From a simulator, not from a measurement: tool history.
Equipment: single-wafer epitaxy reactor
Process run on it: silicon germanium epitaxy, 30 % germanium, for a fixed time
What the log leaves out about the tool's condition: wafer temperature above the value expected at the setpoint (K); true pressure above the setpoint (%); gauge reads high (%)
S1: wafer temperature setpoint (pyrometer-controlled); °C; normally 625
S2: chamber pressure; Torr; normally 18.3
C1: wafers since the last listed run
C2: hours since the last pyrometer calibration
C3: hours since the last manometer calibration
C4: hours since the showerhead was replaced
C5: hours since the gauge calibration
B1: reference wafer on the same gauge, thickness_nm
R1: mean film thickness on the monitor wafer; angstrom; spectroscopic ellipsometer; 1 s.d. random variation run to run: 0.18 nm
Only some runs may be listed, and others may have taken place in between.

| run | hour | S1 | S2 | C1 | C2 | C3 | C4 | C5 | B1 | R1 |
|---|---|---|---|---|---|---|---|---|---|---|
| 1 | 0.0 | 625 | 21.7 | 0 | 1034.6 | 27.1 | 1701.8 | 1451.3 | 73.710 | 881.66 |
| 2 | 70.6 | 625 | 21.7 | 666 | 1105.2 | 97.7 | 1772.4 | 1521.9 | 73.686 | 884.77 |
|  | 79.3 | gauge calibrated |
| 3 | 165.0 | 625 | 21.7 | 890 | 1199.6 | 192.1 | 1866.8 | 85.7 | 73.718 | 886.85 |
| 4 | 223.2 | 625 | 20.2 | 549 | 1257.8 | 250.3 | 1925.0 | 143.9 | 73.703 | 867.67 |
| 5 | 304.9 | 625 | 20.2 | 770 | 1339.5 | 332.0 | 2006.7 | 225.6 | 73.660 | 869.15 |
| 6 | 355.8 | 617 | 18.3 | 480 | 1390.4 | 382.9 | 2057.6 | 276.5 | 73.633 | 746.15 |
|  | 384.8 | pyrometer calibrated |
| 7 | 420.6 | 617 | 18.3 | 535 | 35.8 | 447.7 | 2122.4 | 341.3 | 73.686 | 744.26 |
| 8 | 494.5 | 617 | 18.3 | 697 | 109.7 | 521.6 | 2196.3 | 415.2 | 73.617 | 743.83 |
| 9 | 548.4 | 625 | 19.5 | 508 | 163.6 | 575.5 | 2250.2 | 469.1 | 73.689 | 861.22 |
| 10 | 650.6 | 625 | 19.5 | 964 | 265.8 | 677.7 | 2352.4 | 571.3 | 73.740 | 862.23 |
| 11 | 705.6 | 625 | 19.5 | 518 | 320.8 | 732.7 | 2407.4 | 626.3 | 73.759 | 859.61 |
| 12 | 795.8 | 634 | 18.3 | 850 | 411.0 | 822.9 | 2497.6 | 716.5 | 73.704 | 972.26 |
| 13 | 881.0 | 634 | 18.3 | 803 | 496.2 | 908.1 | 2582.8 | 801.7 | 73.679 | 970.92 |
| 14 | 971.0 | 625 | 18.3 | 849 | 586.2 | 998.1 | 2672.8 | 891.7 | 73.711 | 844.36 |
| 15 | 1067.2 | 625 | 18.3 | 907 | 682.4 | 1094.3 | 2769.0 | 987.9 | 73.756 | 845.40 |
| 16 | 1106.7 | 625 | 18.3 | 372 | 721.9 | 1133.8 | 2808.5 | 1027.4 | 73.673 | 845.37 |
| 17 | 1158.2 | 614 | 20.8 | 485 | 773.4 | 1185.3 | 2860.0 | 1078.9 | 73.718 | 734.87 |
| 18 | 1255.9 | 625 | 18.3 | 921 | 871.1 | 1283.0 | 2957.7 | 1176.6 | 73.729 | 843.09 |
| 19 | 1321.2 | 618 | 22.4 | 616 | 936.4 | 1348.3 | 3023.0 | 1241.9 | 73.766 | 802.63 |
| 20 | 1383.7 | 614 | 16.2 | 589 | 998.9 | 1410.8 | 3085.5 | 1304.4 | 73.631 | 688.68 |
| 21 | 1434.0 | 625 | 18.3 | 474 | 1049.2 | 1461.1 | 3135.8 | 1354.7 | 73.701 | 848.39 |
|  | 1477.5 | capacitance manometer re-zeroed and calibrated |
| 22 | 1512.3 | 625 | 18.3 | 663 | 1127.5 | 34.8 | 3214.1 | 1433.0 | 73.687 | 845.18 |
| 23 | 1595.3 | 625 | 18.3 | 782 | 1210.5 | 117.8 | 3297.1 | 1516.0 | 73.738 | 845.25 |
| 24 | 1662.3 | 629 | 22.2 | 632 | 1277.5 | 184.8 | 3364.1 | 1583.0 | 73.686 | 948.78 |
|  | 1690.6 | showerhead replaced |
|  | 1695.4 | gauge calibrated |
|  | 1707.7 | pyrometer calibrated |
| 25 | 1750.9 | 633 | 15.2 | 684 | 43.2 | 273.4 | 60.3 | 55.5 | 73.731 | 910.13 |
| 26 | 2016.9 | 631 | 15.9 | 2509 | 309.2 | 539.4 | 326.3 | 321.5 | 73.724 | 892.76 |
| 27 | 2091.0 | 613 | 18.3 | 699 | 383.3 | 613.5 | 400.4 | 395.6 | 73.717 | 699.53 |
| 28 | 2179.7 | 619 | 15.6 | 836 | 472.0 | 702.2 | 489.1 | 484.3 | 73.742 | 736.69 |
| 29 | 2243.3 | 615 | 21.3 | 599 | 535.6 | 765.8 | 552.7 | 547.9 | 73.662 | 751.35 |
| 30 | 2283.8 | 617 | 14.0 | 382 | 576.1 | 806.3 | 593.2 | 588.4 | 73.696 | 692.52 |

4 ways to go on from here, each from the tool as it stands after run 30. What would each give?
| A | 2284.2 | 625 | 18.3 | 3 | 576.5 | 806.7 | 593.6 | 588.8 | ? | ? |
| B | 2284.2 | 612 | 20.4 | 3 | 576.5 | 806.7 | 593.6 | 588.8 | ? | ? |
| C | 2284.2 | 629 | 18.3 | 3 | 576.5 | 806.7 | 593.6 | 588.8 | ? | ? |
| D | 2284.2 | 617 | 19.6 | 3 | 576.5 | 806.7 | 593.6 | 588.8 | ? | ? |

| run | B1 | R1 |
|---|---|---|
| A | 73.741 | 844.63 |
| B | 73.741 | 706.89 |
| C | 73.741 | 899.51 |
| D | 73.741 | 757.78 |
What these runs would have given with no unlogged condition in the tool:
| run | R1 |
|---|---|
| A | 844.63 |
| B | 706.89 |
| C | 899.51 |
| D | 757.78 |
